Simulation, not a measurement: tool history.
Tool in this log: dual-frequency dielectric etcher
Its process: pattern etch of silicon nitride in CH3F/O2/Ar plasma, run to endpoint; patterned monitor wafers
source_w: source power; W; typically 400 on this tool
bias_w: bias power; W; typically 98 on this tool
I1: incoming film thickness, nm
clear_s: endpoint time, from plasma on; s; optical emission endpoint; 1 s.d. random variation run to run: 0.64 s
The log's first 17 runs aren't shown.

-- hour=242.8 source power generator calibrated
run 18 hour=248.4 | source_w=370 bias_w=81 | I1=57 | clear_s=80.3
run 19 hour=262.3 | source_w=400 bias_w=106 | I1=56.9 | clear_s=70
run 20 hour=274.7 | source_w=400 bias_w=117 | I1=56.8 | clear_s=67.3
run 21 hour=282.9 | source_w=300 bias_w=98 | I1=57.1 | clear_s=88.1
run 22 hour=292.3 | source_w=460 bias_w=82 | I1=56.8 | clear_s=70.1
run 23 hour=304.6 | source_w=490 bias_w=116 | I1=56.9 | clear_s=61.4
-- hour=367.8 upper electrode replaced
run 24 hour=368.3 | source_w=340 bias_w=89 | I1=56.7 | clear_s=82.3
run 25 hour=375.3 | source_w=330 bias_w=108 | I1=56.9 | clear_s=78
run 26 hour=381.7 | source_w=400 bias_w=109 | I1=56.8 | clear_s=69.5
run 27 hour=391.4 | source_w=400 bias_w=98 | I1=56.9 | clear_s=71.6
run 28 hour=399.2 | source_w=360 bias_w=112 | I1=56.9 | clear_s=73.9
run 29 hour=414.5 | source_w=310 bias_w=114 | I1=57.1 | clear_s=82.1
run 30 hour=429.8 | source_w=400 bias_w=104 | I1=56.9 | clear_s=71.5
run 31 hour=444.5 | source_w=320 bias_w=90 | I1=56.9 | clear_s=84.4
run 32 hour=455.2 | source_w=340 bias_w=76 | I1=56.8 | clear_s=85.3
run 33 hour=466.9 | source_w=400 bias_w=98 | I1=57.5 | clear_s=72.7
run 34 hour=474.5 | source_w=370 bias_w=111 | I1=56.8 | clear_s=72.6
run 35 hour=485.4 | source_w=400 bias_w=98 | I1=57.1 | clear_s=71.5

Forecast each of these 5 alternatives for the next run:
run A hour=485.8 | source_w=400 bias_w=98 | I1=56.7 | clear_s=?
run B hour=485.8 | source_w=320 bias_w=114 | I1=56.7 | clear_s=?
run C hour=485.8 | source_w=440 bias_w=117 | I1=56.7 | clear_s=?
run D hour=485.8 | source_w=320 bias_w=83 | I1=56.7 | clear_s=?
run E hour=485.8 | source_w=450 bias_w=112 | I1=56.7 | clear_s=?

run=A clear_s=71.9
run=B clear_s=79.1
run=C clear_s=64.4
run=D clear_s=87.3
run=E clear_s=64.5
The same runs, with their run-to-run variation unchanged, on a tool lacking any hidden condition would have given:
run=A clear_s=71.9
run=B clear_s=79.1
run=C clear_s=64.4
run=D clear_s=87.3
run=E clear_s=64.5

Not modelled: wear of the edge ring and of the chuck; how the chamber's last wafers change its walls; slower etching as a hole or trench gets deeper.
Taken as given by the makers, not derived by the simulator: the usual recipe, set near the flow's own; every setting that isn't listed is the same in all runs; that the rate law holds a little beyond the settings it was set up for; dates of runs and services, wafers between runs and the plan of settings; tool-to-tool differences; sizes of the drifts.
